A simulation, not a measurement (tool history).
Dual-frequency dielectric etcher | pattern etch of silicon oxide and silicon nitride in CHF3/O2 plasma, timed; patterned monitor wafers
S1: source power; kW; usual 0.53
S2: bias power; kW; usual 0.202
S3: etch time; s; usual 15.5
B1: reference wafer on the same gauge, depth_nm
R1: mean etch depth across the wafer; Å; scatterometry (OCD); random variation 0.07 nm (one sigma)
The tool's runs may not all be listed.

{"run": 1, "hour": 0.0, "S1": 0.53, "S2": 0.202, "S3": 13.5, "B1": 19.09, "R1": 191.3}
{"run": 2, "hour": 35.8, "S1": 0.53, "S2": 0.202, "S3": 13.5, "B1": 19.09, "R1": 191}
{"run": 3, "hour": 50.1, "S1": 0.53, "S2": 0.202, "S3": 15.5, "B1": 19.1, "R1": 218}
{"run": 4, "hour": 84.4, "S1": 0.53, "S2": 0.202, "S3": 15.5, "B1": 19.13, "R1": 219.7}
{"hour": 107.5, "done": "bias power generator calibrated"}
{"run": 5, "hour": 116.3, "S1": 0.53, "S2": 0.202, "S3": 15.5, "B1": 19.18, "R1": 218.9}
{"hour": 144.6, "done": "wet clean of the chamber"}
{"run": 6, "hour": 145.1, "S1": 0.53, "S2": 0.202, "S3": 15.5, "B1": 19.19, "R1": 221}
{"hour": 158.8, "done": "source power generator calibrated"}
{"run": 7, "hour": 165.5, "S1": 0.53, "S2": 0.213, "S3": 15.5, "B1": 19.2, "R1": 223.8}
{"run": 8, "hour": 191.4, "S1": 0.53, "S2": 0.213, "S3": 15.5, "B1": 19.24, "R1": 223.6}
{"run": 9, "hour": 222.6, "S1": 0.53, "S2": 0.202, "S3": 15.5, "B1": 19.26, "R1": 219.7}
{"run": 10, "hour": 256.4, "S1": 0.53, "S2": 0.202, "S3": 15.5, "B1": 19.31, "R1": 222.3}
{"run": 11, "hour": 280.7, "S1": 0.53, "S2": 0.189, "S3": 15.5, "B1": 19.33, "R1": 219}
{"run": 12, "hour": 301.2, "S1": 0.61, "S2": 0.243, "S3": 17.5, "B1": 19.36, "R1": 282.8}
{"run": 13, "hour": 315.8, "S1": 0.53, "S2": 0.202, "S3": 15.5, "B1": 19.38, "R1": 222}
{"run": 14, "hour": 338.9, "S1": 0.62, "S2": 0.202, "S3": 15.5, "B1": 19.41, "R1": 242.5}
{"run": 15, "hour": 351.1, "S1": 0.53, "S2": 0.202, "S3": 15.5, "B1": 19.42, "R1": 223}
{"run": 16, "hour": 365.9, "S1": 0.53, "S2": 0.219, "S3": 14, "B1": 19.45, "R1": 206.5}
{"run": 17, "hour": 394.2, "S1": 0.53, "S2": 0.202, "S3": 15.5, "B1": 19.5, "R1": 222.8}
{"run": 18, "hour": 428.9, "S1": 0.53, "S2": 0.202, "S3": 13.5, "B1": 19.55, "R1": 195.2}
{"hour": 430.2, "done": "gauge calibrated"}
{"hour": 463.9, "done": "upper electrode replaced"}
{"run": 19, "hour": 464.4, "S1": 0.53, "S2": 0.165, "S3": 15.5, "B1": 18.97, "R1": 207.5}
{"run": 20, "hour": 486.8, "S1": 0.53, "S2": 0.202, "S3": 17, "B1": 18.99, "R1": 239}
{"run": 21, "hour": 519.6, "S1": 0.6, "S2": 0.202, "S3": 15.5, "B1": 18.99, "R1": 233.2}
{"run": 22, "hour": 540.1, "S1": 0.53, "S2": 0.202, "S3": 15.5, "B1": 19.01, "R1": 217.1}
{"run": 23, "hour": 560.1, "S1": 0.53, "S2": 0.167, "S3": 17.5, "B1": 19, "R1": 235.6}
{"run": 24, "hour": 593.9, "S1": 0.53, "S2": 0.202, "S3": 15.5, "B1": 19.01, "R1": 218.5}
{"run": 25, "hour": 619.3, "S1": 0.44, "S2": 0.184, "S3": 18, "B1": 19.02, "R1": 224.3}
{"run": 26, "hour": 635.4, "S1": 0.53, "S2": 0.202, "S3": 19, "B1": 19.04, "R1": 267.2}
{"run": 27, "hour": 648.4, "S1": 0.53, "S2": 0.17, "S3": 13, "B1": 19.04, "R1": 175.2}
{"run": 28, "hour": 680.9, "S1": 0.53, "S2": 0.202, "S3": 15.5, "B1": 19.06, "R1": 219}
{"run": 29, "hour": 714.7, "S1": 0.53, "S2": 0.202, "S3": 15.5, "B1": 19.08, "R1": 219.6}

Hidden state or all else? Some run-to-run changes of R1, split into what the settings, what came in and random variation would give without the hidden state, and what is left for the hidden state (with any gauge scatter that isn't in both results):
The hidden state here: etch rate over this chamber's usual, %; source power that arrives over what is set, %; bias power that arrives over what is set, %; gauge reads high (%).
Run 11 -> 12: S1 0.53 -> 0.61, S2 0.189 -> 0.243, S3 15.5 -> 17.5. R1 +63.8 Å: hidden state +1.5, all else +62.3.
Run 18 -> 19: S2 0.202 -> 0.165, S3 13.5 -> 15.5, gauge calibrated, upper electrode replaced. R1 +12.3 Å: hidden state -5.7, all else +18.
Run 26 -> 27: S2 0.202 -> 0.17, S3 19 -> 13. R1 -92 Å: hidden state -0.1, all else -91.9.

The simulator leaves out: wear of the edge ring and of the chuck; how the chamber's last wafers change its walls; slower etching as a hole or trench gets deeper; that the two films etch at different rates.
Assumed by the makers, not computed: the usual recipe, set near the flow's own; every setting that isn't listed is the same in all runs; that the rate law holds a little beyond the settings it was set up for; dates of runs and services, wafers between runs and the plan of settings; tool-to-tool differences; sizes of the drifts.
